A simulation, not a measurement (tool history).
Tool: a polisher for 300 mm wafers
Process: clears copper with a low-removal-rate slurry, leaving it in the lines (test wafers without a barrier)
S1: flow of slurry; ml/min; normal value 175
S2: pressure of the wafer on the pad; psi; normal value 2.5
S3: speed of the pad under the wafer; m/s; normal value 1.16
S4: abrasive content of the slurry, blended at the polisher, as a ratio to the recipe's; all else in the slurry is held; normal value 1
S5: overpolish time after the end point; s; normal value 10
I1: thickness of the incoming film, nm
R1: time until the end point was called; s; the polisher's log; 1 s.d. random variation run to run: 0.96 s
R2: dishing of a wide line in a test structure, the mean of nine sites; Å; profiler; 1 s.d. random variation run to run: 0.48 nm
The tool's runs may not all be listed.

Run 1, hour 0: usual settings but S4 0.85, S5 12 s; I1 311.7. Result: R1 118 s, R2 228 Å.
Run 2, hour 22.9: usual settings but S2 2.9 psi; I1 313.4. Result: R1 100.5 s, R2 225 Å.
At hour 49.4: worn pad replaced by a new one.
Run 3, hour 53.3: usual settings but S2 2.8 psi, S4 0.85; I1 307.9. Result: R1 105.9 s, R2 217 Å.
Run 4, hour 89.2: usual settings; I1 310.9. Result: R1 115 s, R2 195 Å.
Run 5, hour 107.4: usual settings; I1 308.4. Result: R1 114.1 s, R2 198 Å.
Run 6, hour 125.1: usual settings; I1 313.1. Result: R1 115.7 s, R2 191 Å.
At hour 130: slurry blender recalibrated.
At hour 228.4: worn pad replaced by a new one.
Run 7, hour 231.3: usual settings but S3 1.4 m/s, S5 13 s; I1 307.4. Result: R1 93.3 s, R2 275 Å.
Run 8, hour 244.5: usual settings but S3 1.4 m/s, S5 13 s; I1 311.2. Result: R1 97.3 s, R2 293 Å.
Run 9, hour 257.9: usual settings but S3 1.4 m/s, S5 13 s; I1 312.8. Result: R1 97.9 s, R2 292 Å.
Run 10, hour 288.5: usual settings but S3 0.94 m/s, S5 6 s; I1 308.9. Result: R1 142.4 s, R2 97 Å.
Run 11, hour 304: usual settings but S3 0.94 m/s, S5 6 s; I1 312.3. Result: R1 144.3 s, R2 99 Å.
Run 12, hour 323.7: usual settings but S3 0.94 m/s, S5 6 s; I1 315.4. Result: R1 146 s, R2 103 Å.
Run 13, hour 350.5: usual settings but S2 3.1 psi, S5 8 s; I1 314.6. Result: R1 96.5 s, R2 198 Å.
At hour 369.8: worn pad replaced by a new one, of another model than before.
Run 14, hour 370.3: usual settings but S1 120 ml/min, S2 3.3 psi, S3 0.86 m/s, S4 0.7; I1 309.3. Result: R1 144.5 s, R2 164 Å.
At hour 384.8: slurry blender recalibrated.
Run 15, hour 386.9: usual settings but S3 1.3 m/s, S4 0.8; I1 312.1. Result: R1 118.4 s, R2 194 Å.
Run 16, hour 408.2: usual settings; I1 316.8. Result: R1 119.6 s, R2 197 Å.
Run 17, hour 430.7: usual settings but S1 195 ml/min, S2 3.1 psi, S4 0.8, S5 5 s; I1 310.6. Result: R1 105.1 s, R2 114 Å.
At hour 445: head pressure recalibrated.
Run 18, hour 451.4: usual settings but S1 195 ml/min, S2 1.7 psi, S4 1.3; I1 307.3. Result: R1 140.4 s, R2 157 Å.
Run 19, hour 466.7: usual settings; I1 307.2. Result: R1 118.6 s, R2 188 Å.
At hour 478.2: slurry nozzle cleaned.
Run 20, hour 492.6: usual settings but S4 0.75, S5 12 s; I1 308.6. Result: R1 119 s, R2 227 Å.
Run 21, hour 509.2: usual settings but S1 145 ml/min, S3 1.32 m/s, S4 0.8, S5 12 s; I1 307.9. Result: R1 115.1 s, R2 239 Å.
Run 22, hour 523.1: usual settings but S4 0.9; I1 308.3. Result: R1 115.9 s, R2 197 Å.
At hour 546.7: worn pad replaced by a new one.
Run 23, hour 548.8: usual settings but S4 0.8; I1 310. Result: R1 121.7 s, R2 189 Å.
Run 24, hour 574.6: usual settings but S4 1.2, S5 6 s; I1 313.8. Result: R1 112.4 s, R2 127 Å.
Run 25, hour 598.5: usual settings but S1 150 ml/min, S3 1.54 m/s, S4 0.75; I1 308.4. Result: R1 106.5 s, R2 211 Å.
Run 26, hour 628.2: usual settings but S1 235 ml/min, S3 1.42 m/s, S4 0.75, S5 7 s; I1 311.5. Result: R1 103.5 s, R2 159 Å.
Run 27, hour 656.9: usual settings but S4 1.15; I1 306.7. Result: R1 113.2 s, R2 191 Å.
Run 28, hour 673.2: usual settings; I1 309.6. Result: R1 117.1 s, R2 191 Å.
At hour 677.7: slurry blender recalibrated.
Run 29, hour 699.8: usual settings but S1 195 ml/min, S4 0.85; I1 310.3. Result: R1 117.5 s, R2 195 Å.

Below are 3 alternative next runs, each starting from the tool's condition after run 29. Predict each:
Run A, hour 700.3: usual settings but S3 1.28 m/s; I1 308.4. Result: R1 ?, R2 ?.
Run B, hour 700.3: usual settings but S1 125 ml/min, S3 1.42 m/s, S5 7 s; I1 308.4. Result: R1 ?, R2 ?.
Run C, hour 700.3: usual settings but S1 140 ml/min, S2 2.3 psi, S3 1 m/s, S4 1.15; I1 308.4. Result: R1 ?, R2 ?.

run     R1   R2
  A  110.1  206
  B  116.3  141
  C  140.7  164
With the hidden condition removed and each run's random variation left untouched, the same runs would have given:
run     R1   R2
  A  105.3  214
  B  108.4  151
  C  132.4  174
